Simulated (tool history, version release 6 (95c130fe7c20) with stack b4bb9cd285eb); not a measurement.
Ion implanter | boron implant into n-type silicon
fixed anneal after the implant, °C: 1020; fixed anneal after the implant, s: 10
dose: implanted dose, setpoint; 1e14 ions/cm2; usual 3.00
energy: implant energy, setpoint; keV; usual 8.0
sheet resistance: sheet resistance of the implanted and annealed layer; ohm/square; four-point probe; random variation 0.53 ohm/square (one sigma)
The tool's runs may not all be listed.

run	hour	dose	energy	read-back reference wafer on the same gauge, sheet resistance	sheet resistance
1	0.0	3.00	7.0	290.95	357.88
2	50.1	3.00	7.0	290.99	357.54
3	100.4	3.00	7.0	291.02	356.87
4	147.3	3.00	8.0	291.03	351.75
5	192.7	3.00	8.0	290.93	349.79
6	225.9	3.00	8.0	290.96	349.74
7	270.3	3.00	8.0	290.94	351.03
8	331.3	3.29	8.0	291.05	322.33
9	364.1	3.29	8.0	291.03	323.40
# hour 445.3: gauge calibrated
10	571.9	3.29	8.0	291.01	323.34
11	596.5	3.25	8.0	291.13	326.62
# hour 621.0: extraction supply calibrated
12	666.4	2.20	8.0	290.94	453.21
13	696.7	3.00	8.0	290.96	349.14
14	766.4	3.00	10.5	290.83	337.63
# hour 778.0: Faraday cup replaced and dose calibrated
15	801.0	2.64	9.0	290.97	389.03
16	854.6	3.00	10.0	291.08	344.52
17	896.3	3.79	8.0	291.00	289.41
18	947.8	3.50	9.5	290.98	303.16
19	993.3	3.00	9.0	291.08	347.25
20	1042.6	3.30	8.0	291.00	324.82
21	1097.7	3.00	5.5	290.82	367.33
22	1122.3	3.34	7.0	291.01	325.63
23	1157.6	2.64	9.0	291.14	385.50

Forecast each of these 4 alternatives for the next run:
A	1158.0	3.00	6.0	?	?
B	1158.0	2.73	8.0	?	?
C	1158.0	3.00	9.5	?	?
D	1158.0	2.28	8.0	?	?

run	read-back reference wafer on the same gauge, sheet resistance	sheet resistance
A	290.97	363.39
B	290.97	380.16
C	290.97	343.49
D	290.97	441.78
Without the tool's hidden state the same runs would have given:
run	sheet resistance
A	368.36
B	385.28
C	348.12
D	447.61

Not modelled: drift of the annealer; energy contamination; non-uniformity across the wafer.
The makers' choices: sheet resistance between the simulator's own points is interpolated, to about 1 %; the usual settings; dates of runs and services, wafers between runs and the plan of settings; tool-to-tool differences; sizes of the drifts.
